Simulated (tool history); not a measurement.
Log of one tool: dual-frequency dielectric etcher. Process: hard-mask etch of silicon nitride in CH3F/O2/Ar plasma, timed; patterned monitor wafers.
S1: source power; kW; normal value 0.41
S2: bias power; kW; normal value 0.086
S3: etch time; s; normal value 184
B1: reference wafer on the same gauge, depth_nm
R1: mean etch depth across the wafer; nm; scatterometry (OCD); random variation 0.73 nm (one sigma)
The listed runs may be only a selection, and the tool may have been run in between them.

run 1 hour=0 | S1=0.36 S2=0.086 S3=205.5 | B1=130.8 | R1=140.5
-- hour=52.1 wet clean of the chamber
run 2 hour=95.2 | S1=0.41 S2=0.081 S3=172 | B1=130.9 | R1=126
run 3 hour=143.6 | S1=0.41 S2=0.081 S3=172 | B1=130.9 | R1=126.8
run 4 hour=209.2 | S1=0.41 S2=0.081 S3=172 | B1=131.2 | R1=126.1
run 5 hour=251.9 | S1=0.41 S2=0.086 S3=184 | B1=131.3 | R1=137
run 6 hour=288.4 | S1=0.41 S2=0.086 S3=184 | B1=130.7 | R1=136.2
run 7 hour=359.3 | S1=0.41 S2=0.086 S3=184 | B1=131 | R1=135.2
run 8 hour=411 | S1=0.41 S2=0.086 S3=184 | B1=131.1 | R1=134.9
run 9 hour=476.2 | S1=0.41 S2=0.064 S3=152.5 | B1=130.6 | R1=102.5
run 10 hour=561.1 | S1=0.41 S2=0.086 S3=184 | B1=131.1 | R1=132.6
-- hour=622.8 wet clean of the chamber
run 11 hour=658.1 | S1=0.41 S2=0.086 S3=184 | B1=130.9 | R1=136.8
run 12 hour=710.4 | S1=0.48 S2=0.08 S3=144.5 | B1=130.7 | R1=111.2
run 13 hour=786.2 | S1=0.51 S2=0.102 S3=136.5 | B1=131.4 | R1=115.8
run 14 hour=823.8 | S1=0.41 S2=0.086 S3=184 | B1=130.9 | R1=135.5
run 15 hour=915.4 | S1=0.38 S2=0.086 S3=163.5 | B1=130.9 | R1=117.3
run 16 hour=1006.9 | S1=0.32 S2=0.093 S3=230.5 | B1=130.7 | R1=154.8
-- hour=1045.1 bias power generator calibrated
run 17 hour=1049.7 | S1=0.5 S2=0.07 S3=153 | B1=131.1 | R1=112.1
run 18 hour=1104.9 | S1=0.41 S2=0.068 S3=137 | B1=130.8 | R1=92.5
-- hour=1134.3 source power generator calibrated
run 19 hour=1187.1 | S1=0.32 S2=0.086 S3=184 | B1=131.1 | R1=120.8
-- hour=1307 wet clean of the chamber
-- hour=1358.6 gauge calibrated
run 20 hour=1405 | S1=0.44 S2=0.104 S3=162.5 | B1=130.9 | R1=134.2
run 21 hour=1458.4 | S1=0.37 S2=0.086 S3=184 | B1=130.9 | R1=133.7
run 22 hour=1538.3 | S1=0.41 S2=0.093 S3=184 | B1=131.2 | R1=141.6
run 23 hour=1597.5 | S1=0.38 S2=0.099 S3=184 | B1=131 | R1=138
run 24 hour=1648 | S1=0.41 S2=0.086 S3=184 | B1=131.4 | R1=135.9
run 25 hour=1697.8 | S1=0.41 S2=0.086 S3=184 | B1=131 | R1=135.2
run 26 hour=1735.5 | S1=0.41 S2=0.076 S3=142 | B1=131 | R1=100.6
run 27 hour=1791.8 | S1=0.33 S2=0.106 S3=149 | B1=131.2 | R1=107.2
run 28 hour=1866.9 | S1=0.38 S2=0.077 S3=200.5 | B1=130.9 | R1=137.2
run 29 hour=1909 | S1=0.41 S2=0.068 S3=137 | B1=130.8 | R1=91.7
-- hour=1940 wet clean of the chamber
run 30 hour=2010 | S1=0.41 S2=0.086 S3=184 | B1=131.1 | R1=138.3

Here are 3 independent what-if runs from the current tool condition. What would each one return?
run A hour=2010.5 | S1=0.41 S2=0.086 S3=230 | B1=? | R1=?
run B hour=2010.5 | S1=0.32 S2=0.086 S3=209 | B1=? | R1=?
run C hour=2010.5 | S1=0.32 S2=0.086 S3=133.5 | B1=? | R1=?

run=A B1=130.9 R1=174.7
run=B B1=130.9 R1=144.7
run=C B1=130.9 R1=92.4
Take away the tool's hidden state, keep each run's random variation, and the runs would have read:
run=A R1=174.6
run=B R1=144.7
run=C R1=92.4
